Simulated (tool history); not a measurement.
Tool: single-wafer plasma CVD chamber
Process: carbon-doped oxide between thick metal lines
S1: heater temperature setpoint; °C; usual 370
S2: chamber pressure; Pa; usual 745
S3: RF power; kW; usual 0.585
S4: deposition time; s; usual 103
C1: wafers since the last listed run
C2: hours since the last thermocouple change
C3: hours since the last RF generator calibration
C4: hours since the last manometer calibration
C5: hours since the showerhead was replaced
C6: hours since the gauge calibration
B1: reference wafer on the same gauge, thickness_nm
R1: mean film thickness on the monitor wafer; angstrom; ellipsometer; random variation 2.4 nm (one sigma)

{"run": 1, "hour": 0.0, "S1": 370, "S2": 807, "S3": 0.585, "S4": 103, "C1": 0, "C2": 522.5, "C3": 1295.5, "C4": 1512.6, "C5": 8297.8, "C6": 147.8, "B1": 407.957, "R1": 4919.26}
{"run": 2, "hour": 30.4, "S1": 370, "S2": 807, "S3": 0.585, "S4": 103, "C1": 484, "C2": 552.9, "C3": 1325.9, "C4": 1543.0, "C5": 8328.2, "C6": 178.2, "B1": 407.982, "R1": 4927.53}
{"run": 3, "hour": 45.5, "S1": 370, "S2": 745, "S3": 0.585, "S4": 103, "C1": 240, "C2": 568.0, "C3": 1341.0, "C4": 1558.1, "C5": 8343.3, "C6": 193.3, "B1": 407.811, "R1": 4852.87}
{"run": 4, "hour": 72.5, "S1": 370, "S2": 745, "S3": 0.585, "S4": 103, "C1": 430, "C2": 595.0, "C3": 1368.0, "C4": 1585.1, "C5": 8370.3, "C6": 220.3, "B1": 407.675, "R1": 4891.4}
{"run": 5, "hour": 95.0, "S1": 370, "S2": 745, "S3": 0.585, "S4": 103, "C1": 358, "C2": 617.5, "C3": 1390.5, "C4": 1607.6, "C5": 8392.8, "C6": 242.8, "B1": 408.05, "R1": 4843.6}
{"run": 6, "hour": 130.1, "S1": 370, "S2": 745, "S3": 0.585, "S4": 103, "C1": 559, "C2": 652.6, "C3": 1425.6, "C4": 1642.7, "C5": 8427.9, "C6": 277.9, "B1": 407.665, "R1": 4893.0}
{"run": 7, "hour": 159.1, "S1": 370, "S2": 745, "S3": 0.585, "S4": 103, "C1": 462, "C2": 681.6, "C3": 1454.6, "C4": 1671.7, "C5": 8456.9, "C6": 306.9, "B1": 408.004, "R1": 4866.72}
{"run": 8, "hour": 189.0, "S1": 370, "S2": 745, "S3": 0.585, "S4": 103, "C1": 476, "C2": 711.5, "C3": 1484.5, "C4": 1701.6, "C5": 8486.8, "C6": 336.8, "B1": 408.338, "R1": 4819.92}
{"hour": 228.0, "done": "showerhead replaced"}
{"run": 9, "hour": 228.5, "S1": 370, "S2": 745, "S3": 0.585, "S4": 103, "C1": 501, "C2": 751.0, "C3": 1524.0, "C4": 1741.1, "C5": 0.5, "C6": 376.3, "B1": 407.929, "R1": 4871.9}
{"run": 10, "hour": 243.9, "S1": 370, "S2": 745, "S3": 0.585, "S4": 103, "C1": 245, "C2": 766.4, "C3": 1539.4, "C4": 1756.5, "C5": 15.9, "C6": 391.7, "B1": 408.55, "R1": 4878.71}
{"run": 11, "hour": 266.2, "S1": 370, "S2": 745, "S3": 0.585, "S4": 103, "C1": 355, "C2": 788.7, "C3": 1561.7, "C4": 1778.8, "C5": 38.2, "C6": 414.0, "B1": 407.814, "R1": 4867.55}
{"run": 12, "hour": 280.9, "S1": 370, "S2": 745, "S3": 0.585, "S4": 89, "C1": 234, "C2": 803.4, "C3": 1576.4, "C4": 1793.5, "C5": 52.9, "C6": 428.7, "B1": 408.064, "R1": 4206.63}
{"hour": 300.0, "done": "gauge calibrated"}
{"hour": 306.1, "done": "capacitance manometer re-zeroed and calibrated"}
{"run": 13, "hour": 315.3, "S1": 370, "S2": 745, "S3": 0.585, "S4": 89, "C1": 420, "C2": 837.8, "C3": 1610.8, "C4": 9.2, "C5": 87.3, "C6": 15.3, "B1": 408.159, "R1": 4227.79}
{"run": 14, "hour": 349.8, "S1": 370, "S2": 745, "S3": 0.625, "S4": 103, "C1": 549, "C2": 872.3, "C3": 1645.3, "C4": 43.7, "C5": 121.8, "C6": 49.8, "B1": 408.093, "R1": 5094.17}
{"run": 15, "hour": 365.6, "S1": 370, "S2": 745, "S3": 0.585, "S4": 110, "C1": 251, "C2": 888.1, "C3": 1661.1, "C4": 59.5, "C5": 137.6, "C6": 65.6, "B1": 408.043, "R1": 5226.18}
{"run": 16, "hour": 392.5, "S1": 370, "S2": 745, "S3": 0.585, "S4": 103, "C1": 428, "C2": 915.0, "C3": 1688.0, "C4": 86.4, "C5": 164.5, "C6": 92.5, "B1": 408.038, "R1": 4915.31}
{"hour": 421.6, "done": "RF generator calibrated"}
{"run": 17, "hour": 422.1, "S1": 358, "S2": 631, "S3": 0.55, "S4": 95, "C1": 344, "C2": 944.6, "C3": 0.5, "C4": 116.0, "C5": 194.1, "C6": 122.1, "B1": 407.992, "R1": 4316.84}
{"run": 18, "hour": 435.7, "S1": 370, "S2": 876, "S3": 0.585, "S4": 90, "C1": 216, "C2": 958.2, "C3": 14.1, "C4": 129.6, "C5": 207.7, "C6": 135.7, "B1": 408.3, "R1": 4338.81}
{"run": 19, "hour": 469.8, "S1": 370, "S2": 745, "S3": 0.585, "S4": 103, "C1": 543, "C2": 992.3, "C3": 48.2, "C4": 163.7, "C5": 241.8, "C6": 169.8, "B1": 407.691, "R1": 4834.45}
{"run": 20, "hour": 492.5, "S1": 359, "S2": 745, "S3": 0.53, "S4": 103, "C1": 361, "C2": 1015.0, "C3": 70.9, "C4": 186.4, "C5": 264.5, "C6": 192.5, "B1": 407.661, "R1": 4684.45}
{"hour": 500.7, "done": "thermocouple changed; heater temperature recalibrated"}
{"run": 21, "hour": 512.8, "S1": 370, "S2": 693, "S3": 0.585, "S4": 103, "C1": 196, "C2": 12.1, "C3": 91.2, "C4": 206.7, "C5": 284.8, "C6": 212.8, "B1": 407.73, "R1": 4854.37}
{"run": 22, "hour": 533.9, "S1": 370, "S2": 745, "S3": 0.585, "S4": 85, "C1": 336, "C2": 33.2, "C3": 112.3, "C4": 227.8, "C5": 305.9, "C6": 233.9, "B1": 407.931, "R1": 4043.02}
{"run": 23, "hour": 569.5, "S1": 370, "S2": 745, "S3": 0.585, "S4": 103, "C1": 567, "C2": 68.8, "C3": 147.9, "C4": 263.4, "C5": 341.5, "C6": 269.5, "B1": 407.961, "R1": 4865.79}
{"run": 24, "hour": 588.4, "S1": 370, "S2": 631, "S3": 0.585, "S4": 86, "C1": 301, "C2": 87.7, "C3": 166.8, "C4": 282.3, "C5": 360.4, "C6": 288.4, "B1": 407.974, "R1": 3997.1}
{"run": 25, "hour": 616.3, "S1": 361, "S2": 745, "S3": 0.62, "S4": 108, "C1": 444, "C2": 115.6, "C3": 194.7, "C4": 310.2, "C5": 388.3, "C6": 316.3, "B1": 407.92, "R1": 5390.55}
{"run": 26, "hour": 629.6, "S1": 370, "S2": 895, "S3": 0.65, "S4": 103, "C1": 211, "C2": 128.9, "C3": 208.0, "C4": 323.5, "C5": 401.6, "C6": 329.6, "B1": 407.848, "R1": 5289.31}

4 ways to go on from here, each from the tool as it stands after run 26. What would each give?
{"run": "A", "hour": 630.0, "S1": 370, "S2": 745, "S3": 0.585, "S4": 91, "C1": 6, "C2": 129.3, "C3": 208.4, "C4": 323.9, "C5": 402.0, "C6": 330.0, "B1": "?", "R1": "?"}
{"run": "B", "hour": 630.0, "S1": 370, "S2": 627, "S3": 0.585, "S4": 85, "C1": 6, "C2": 129.3, "C3": 208.4, "C4": 323.9, "C5": 402.0, "C6": 330.0, "B1": "?", "R1": "?"}
{"run": "C", "hour": 630.0, "S1": 364, "S2": 745, "S3": 0.51, "S4": 103, "C1": 6, "C2": 129.3, "C3": 208.4, "C4": 323.9, "C5": 402.0, "C6": 330.0, "B1": "?", "R1": "?"}
{"run": "D", "hour": 630.0, "S1": 370, "S2": 805, "S3": 0.64, "S4": 83, "C1": 6, "C2": 129.3, "C3": 208.4, "C4": 323.9, "C5": 402.0, "C6": 330.0, "B1": "?", "R1": "?"}

run=A B1=407.703 R1=4323.86
run=B B1=407.703 R1=3957.11
run=C B1=407.703 R1=4541.08
run=D B1=407.703 R1=4200.11
Without the tool's hidden state the same runs would have given:
run=A R1=4323.86
run=B R1=3957.11
run=C R1=4541.08
run=D R1=4200.11
